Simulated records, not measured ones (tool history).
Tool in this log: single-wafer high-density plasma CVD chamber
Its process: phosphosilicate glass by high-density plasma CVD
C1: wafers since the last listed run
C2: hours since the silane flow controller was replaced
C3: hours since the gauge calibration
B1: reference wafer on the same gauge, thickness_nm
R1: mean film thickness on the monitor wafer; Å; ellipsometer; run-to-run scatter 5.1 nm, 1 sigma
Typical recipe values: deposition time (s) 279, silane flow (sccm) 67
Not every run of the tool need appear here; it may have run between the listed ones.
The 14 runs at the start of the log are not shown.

{"run": 15, "hour": 806.0, "deposition time (s)": 279, "silane flow (sccm)": 67, "C1": 181, "C2": 1617, "C3": 1068.9, "B1": 1699.711, "R1": 18794.52}
{"run": 16, "hour": 846.2, "deposition time (s)": 279, "silane flow (sccm)": 67, "C1": 269, "C2": 1657.2, "C3": 1109.1, "B1": 1700.515, "R1": 18853.82}
{"run": 17, "hour": 881.8, "deposition time (s)": 279, "silane flow (sccm)": 63, "C1": 239, "C2": 1692.8, "C3": 1144.7, "B1": 1700.227, "R1": 17695.06}
{"hour": 902.3, "done": "silane flow controller replaced"}
{"run": 18, "hour": 907.3, "deposition time (s)": 253, "silane flow (sccm)": 67, "C1": 117, "C2": 5, "C3": 1170.2, "B1": 1699.64, "R1": 16527.79}
{"run": 19, "hour": 939.2, "deposition time (s)": 243, "silane flow (sccm)": 61, "C1": 214, "C2": 36.9, "C3": 1202.1, "B1": 1699.98, "R1": 14564.81}
{"run": 20, "hour": 966.0, "deposition time (s)": 244, "silane flow (sccm)": 67, "C1": 179, "C2": 63.7, "C3": 1228.9, "B1": 1699.713, "R1": 16113.27}
{"run": 21, "hour": 1025.0, "deposition time (s)": 311, "silane flow (sccm)": 74, "C1": 396, "C2": 122.7, "C3": 1287.9, "B1": 1701.457, "R1": 22566.26}
{"run": 22, "hour": 1091.5, "deposition time (s)": 295, "silane flow (sccm)": 73, "C1": 446, "C2": 189.2, "C3": 1354.4, "B1": 1700.282, "R1": 21319.1}
{"run": 23, "hour": 1125.8, "deposition time (s)": 279, "silane flow (sccm)": 67, "C1": 230, "C2": 223.5, "C3": 1388.7, "B1": 1699.877, "R1": 18440.73}
{"run": 24, "hour": 1293.6, "deposition time (s)": 279, "silane flow (sccm)": 67, "C1": 1126, "C2": 391.3, "C3": 1556.5, "B1": 1700.166, "R1": 18585.88}
{"run": 25, "hour": 1356.8, "deposition time (s)": 311, "silane flow (sccm)": 80, "C1": 424, "C2": 454.5, "C3": 1619.7, "B1": 1699.838, "R1": 24791.97}
{"run": 26, "hour": 1418.3, "deposition time (s)": 279, "silane flow (sccm)": 77, "C1": 412, "C2": 516, "C3": 1681.2, "B1": 1700.224, "R1": 21390.01}
{"run": 27, "hour": 1567.9, "deposition time (s)": 261, "silane flow (sccm)": 75, "C1": 1004, "C2": 665.6, "C3": 1830.8, "B1": 1699.579, "R1": 19645.06}
{"hour": 1585.9, "done": "gauge calibrated"}
{"run": 28, "hour": 1603.7, "deposition time (s)": 259, "silane flow (sccm)": 60, "C1": 240, "C2": 701.4, "C3": 17.8, "B1": 1698.612, "R1": 15548.5}
{"run": 29, "hour": 1653.9, "deposition time (s)": 243, "silane flow (sccm)": 80, "C1": 337, "C2": 751.6, "C3": 68, "B1": 1699.474, "R1": 19462.04}
{"run": 30, "hour": 1712.4, "deposition time (s)": 279, "silane flow (sccm)": 67, "C1": 392, "C2": 810.1, "C3": 126.5, "B1": 1700.053, "R1": 18625.66}
{"run": 31, "hour": 1739.6, "deposition time (s)": 306, "silane flow (sccm)": 67, "C1": 182, "C2": 837.3, "C3": 153.7, "B1": 1700.002, "R1": 20590.86}
{"run": 32, "hour": 1780.2, "deposition time (s)": 279, "silane flow (sccm)": 67, "C1": 272, "C2": 877.9, "C3": 194.3, "B1": 1699.642, "R1": 18782.84}
{"run": 33, "hour": 1829.9, "deposition time (s)": 248, "silane flow (sccm)": 77, "C1": 333, "C2": 927.6, "C3": 244, "B1": 1699.753, "R1": 19117.61}
{"run": 34, "hour": 1889.9, "deposition time (s)": 279, "silane flow (sccm)": 67, "C1": 402, "C2": 987.6, "C3": 304, "B1": 1700.067, "R1": 18653.12}
{"run": 35, "hour": 1950.2, "deposition time (s)": 264, "silane flow (sccm)": 54, "C1": 404, "C2": 1047.9, "C3": 364.3, "B1": 1701.239, "R1": 14291.05}
{"run": 36, "hour": 2021.5, "deposition time (s)": 323, "silane flow (sccm)": 80, "C1": 478, "C2": 1119.2, "C3": 435.6, "B1": 1700.186, "R1": 26011.07}

Branching from run 36: 4 alternative next runs. What would each branch give?
{"run": "A", "hour": 2022.0, "deposition time (s)": 279, "silane flow (sccm)": 55, "C1": 3, "C2": 1119.7, "C3": 436.1, "B1": "?", "R1": "?"}
{"run": "B", "hour": 2022.0, "deposition time (s)": 256, "silane flow (sccm)": 67, "C1": 3, "C2": 1119.7, "C3": 436.1, "B1": "?", "R1": "?"}
{"run": "C", "hour": 2022.0, "deposition time (s)": 232, "silane flow (sccm)": 62, "C1": 3, "C2": 1119.7, "C3": 436.1, "B1": "?", "R1": "?"}
{"run": "D", "hour": 2022.0, "deposition time (s)": 313, "silane flow (sccm)": 79, "C1": 3, "C2": 1119.7, "C3": 436.1, "B1": "?", "R1": "?"}

run=A B1=1699.383 R1=15393.94
run=B B1=1699.383 R1=17206.71
run=C B1=1699.383 R1=14429.88
run=D B1=1699.383 R1=24805.87
Take away the tool's hidden state, keep each run's random variation, and the runs would have read:
run=A R1=14966.14
run=B R1=16728.53
run=C R1=14028.87
run=D R1=24116.51
